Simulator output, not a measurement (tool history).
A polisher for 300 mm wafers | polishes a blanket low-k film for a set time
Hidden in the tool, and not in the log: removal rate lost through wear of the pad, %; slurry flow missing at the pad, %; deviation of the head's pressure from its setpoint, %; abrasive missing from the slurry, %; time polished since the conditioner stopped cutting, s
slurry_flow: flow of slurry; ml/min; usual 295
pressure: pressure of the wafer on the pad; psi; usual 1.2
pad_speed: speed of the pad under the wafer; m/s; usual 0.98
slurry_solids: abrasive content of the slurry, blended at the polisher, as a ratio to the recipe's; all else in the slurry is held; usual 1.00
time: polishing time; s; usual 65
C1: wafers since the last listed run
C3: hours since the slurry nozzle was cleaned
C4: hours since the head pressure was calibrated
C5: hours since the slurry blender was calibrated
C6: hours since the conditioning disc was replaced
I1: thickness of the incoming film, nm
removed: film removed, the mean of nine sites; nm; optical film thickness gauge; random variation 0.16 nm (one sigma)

Run 1, hour 0.0: usual settings but pad_speed 1.06 m/s, slurry_solids 0.95; C1 0; wafers polished on this pad 67; C3 347.3; C4 62.3; C5 109.9; C6 333.8; I1 720.9. Result: removed 17.7 nm.
Run 2, hour 56.1: usual settings but pad_speed 1.06 m/s, slurry_solids 0.95; C1 681; wafers polished on this pad 748; C3 403.4; C4 118.4; C5 166.0; C6 389.9; I1 735.9. Result: removed 17.4 nm.
At hour 79.1: conditioning disc replaced and pad reconditioned.
Run 3, hour 150.7: usual settings but pad_speed 1.06 m/s, slurry_solids 0.95; C1 1124; wafers polished on this pad 1873; C3 498.0; C4 213.0; C5 260.6; C6 71.6; I1 727.5. Result: removed 17.4 nm.
Run 4, hour 221.2: usual settings; C1 856; wafers polished on this pad 2729; C3 568.5; C4 283.5; C5 331.1; C6 142.1; I1 731.8. Result: removed 16.0 nm.
Run 5, hour 274.9: usual settings; C1 652; wafers polished on this pad 3382; C3 622.2; C4 337.2; C5 384.8; C6 195.8; I1 728.8. Result: removed 15.8 nm.
At hour 312.2: slurry nozzle cleaned.
At hour 336.5: slurry blender recalibrated.
Run 6, hour 365.5: usual settings but pressure 1.3 psi; C1 1063; wafers polished on this pad 4446; C3 53.3; C4 427.8; C5 29.0; C6 286.4; I1 720.9. Result: removed 18.9 nm.
At hour 397.7: worn pad replaced by a new one.
Run 7, hour 457.2: usual settings but pressure 1.3 psi; C1 1065; wafers polished on this pad 722; C3 145.0; C4 519.5; C5 120.7; C6 378.1; I1 722.3. Result: removed 18.7 nm.
At hour 486.0: conditioning disc replaced and pad reconditioned.
Run 8, hour 541.5: usual settings but time 77 s; C1 999; wafers polished on this pad 1722; C3 229.3; C4 603.8; C5 205.0; C6 55.5; I1 730.9. Result: removed 20.3 nm.
Run 9, hour 604.1: usual settings but slurry_flow 255 ml/min; C1 760; wafers polished on this pad 2482; C3 291.9; C4 666.4; C5 267.6; C6 118.1; I1 739.5. Result: removed 16.4 nm.
Run 10, hour 706.5: usual settings but slurry_flow 255 ml/min; C1 1243; wafers polished on this pad 3726; C3 394.3; C4 768.8; C5 370.0; C6 220.5; I1 726.1. Result: removed 16.4 nm.
At hour 715.0: slurry blender recalibrated.
At hour 765.0: worn pad replaced by a new one.
Run 11, hour 772.8: usual settings but slurry_flow 255 ml/min; C1 732; wafers polished on this pad 94; C3 460.6; C4 835.1; C5 57.8; C6 286.8; I1 732.0. Result: removed 16.1 nm.
Run 12, hour 843.2: usual settings but pressure 1.5 psi; C1 855; wafers polished on this pad 949; C3 531.0; C4 905.5; C5 128.2; C6 357.2; I1 731.4. Result: removed 20.6 nm.
At hour 899.9: slurry nozzle cleaned.
Run 13, hour 901.5: usual settings but pressure 1.4 psi, slurry_solids 0.80, time 80 s; C1 695; wafers polished on this pad 1645; C3 1.6; C4 963.8; C5 186.5; C6 415.5; I1 726.8. Result: removed 23.4 nm.
At hour 947.1: conditioning disc replaced and pad reconditioned.
Run 14, hour 967.3: usual settings but slurry_flow 220 ml/min, pressure 0.9 psi, slurry_solids 1.30, time 49 s; C1 774; wafers polished on this pad 2420; C3 67.4; C4 1029.6; C5 252.3; C6 20.2; I1 730.3. Result: removed 10.4 nm.
Run 15, hour 1020.0: usual settings but time 77 s; C1 640; wafers polished on this pad 3060; C3 120.1; C4 1082.3; C5 305.0; C6 72.9; I1 735.4. Result: removed 20.4 nm.
At hour 1044.2: head pressure recalibrated.
At hour 1142.8: slurry blender recalibrated.
Run 16, hour 1172.5: usual settings but slurry_flow 190 ml/min, pressure 1.1 psi, pad_speed 1.22 m/s, slurry_solids 1.20; C1 1803; wafers polished on this pad 4864; C3 272.6; C4 128.3; C5 29.7; C6 225.4; I1 715.4. Result: removed 18.4 nm.
At hour 1201.8: worn pad replaced by a new one.
At hour 1370.6: conditioning disc replaced and pad reconditioned.
At hour 1489.3: slurry nozzle cleaned.
Run 17, hour 1489.8: usual settings but pressure 1.3 psi, pad_speed 1.24 m/s, slurry_solids 1.25; C1 3768; wafers polished on this pad 3462; C3 0.5; C4 445.6; C5 347.0; C6 119.2; I1 721.4. Result: removed 24.5 nm.
Run 18, hour 1551.4: usual settings but slurry_flow 255 ml/min, pressure 0.9 psi, pad_speed 1.12 m/s, time 44 s; C1 748; wafers polished on this pad 4210; C3 62.1; C4 507.2; C5 408.6; C6 180.8; I1 726.2. Result: removed 9.7 nm.
At hour 1602.4: worn pad replaced by a new one.
At hour 1619.3: slurry blender recalibrated.
Run 19, hour 1636.4: usual settings; C1 959; wafers polished on this pad 388; C3 147.1; C4 592.2; C5 17.1; C6 265.8; I1 717.3. Result: removed 17.4 nm.
Run 20, hour 1739.6: usual settings; C1 1253; wafers polished on this pad 1642; C3 250.3; C4 695.4; C5 120.3; C6 369.0; I1 742.6. Result: removed 16.9 nm.
Run 21, hour 1830.1: usual settings but slurry_flow 205 ml/min, pressure 1.0 psi, slurry_solids 0.75, time 53 s; C1 1099; wafers polished on this pad 2741; C3 340.8; C4 785.9; C5 210.8; C6 459.5; I1 738.3. Result: removed 9.6 nm.
At hour 1844.7: conditioning disc replaced and pad reconditioned.
Run 22, hour 1911.8: usual settings but pad_speed 0.64 m/s, slurry_solids 0.80; C1 968; wafers polished on this pad 3709; C3 422.5; C4 867.6; C5 292.5; C6 67.1; I1 739.0. Result: removed 10.9 nm.
Run 23, hour 1951.4: usual settings but slurry_flow 340 ml/min, pressure 1.4 psi, pad_speed 1.26 m/s, slurry_solids 1.25; C1 480; wafers polished on this pad 4190; C3 462.1; C4 907.2; C5 332.1; C6 106.7; I1 726.5. Result: removed 25.7 nm.
At hour 1992.2: worn pad replaced by a new one.
At hour 2006.1: slurry blender recalibrated.
Run 24, hour 2028.2: usual settings but pad_speed 1.16 m/s, time 52 s; C1 859; wafers polished on this pad 412; C3 538.9; C4 984.0; C5 22.1; C6 183.5; I1 734.7. Result: removed 15.0 nm.
At hour 2055.9: slurry nozzle cleaned.
Run 25, hour 2085.4: usual settings but pressure 0.8 psi; C1 682; wafers polished on this pad 1095; C3 29.5; C4 1041.2; C5 79.3; C6 240.7; I1 719.1. Result: removed 11.4 nm.

4 ways to go on from here, each from the tool as it stands after run 25. What would each give?
Run A, hour 2085.9: usual settings but pressure 1.1 psi; C1 6; wafers polished on this pad 1101; C3 30.0; C4 1041.7; C5 79.8; C6 241.2; I1 731.7. Result: removed ?.
Run B, hour 2085.9: usual settings but slurry_flow 365 ml/min, time 74 s; C1 6; wafers polished on this pad 1101; C3 30.0; C4 1041.7; C5 79.8; C6 241.2; I1 731.7. Result: removed ?.
Run C, hour 2085.9: usual settings but slurry_flow 365 ml/min, pressure 0.9 psi; C1 6; wafers polished on this pad 1101; C3 30.0; C4 1041.7; C5 79.8; C6 241.2; I1 731.7. Result: removed ?.
Run D, hour 2085.9: usual settings but slurry_flow 250 ml/min, time 88 s; C1 6; wafers polished on this pad 1101; C3 30.0; C4 1041.7; C5 79.8; C6 241.2; I1 731.7. Result: removed ?.

run  removed
  A     15.7
  B     19.9
  C     13.1
  D     22.8
Without the tool's hidden state the same runs would have given:
run  removed
  A     15.8
  B     20.0
  C     13.2
  D     22.9
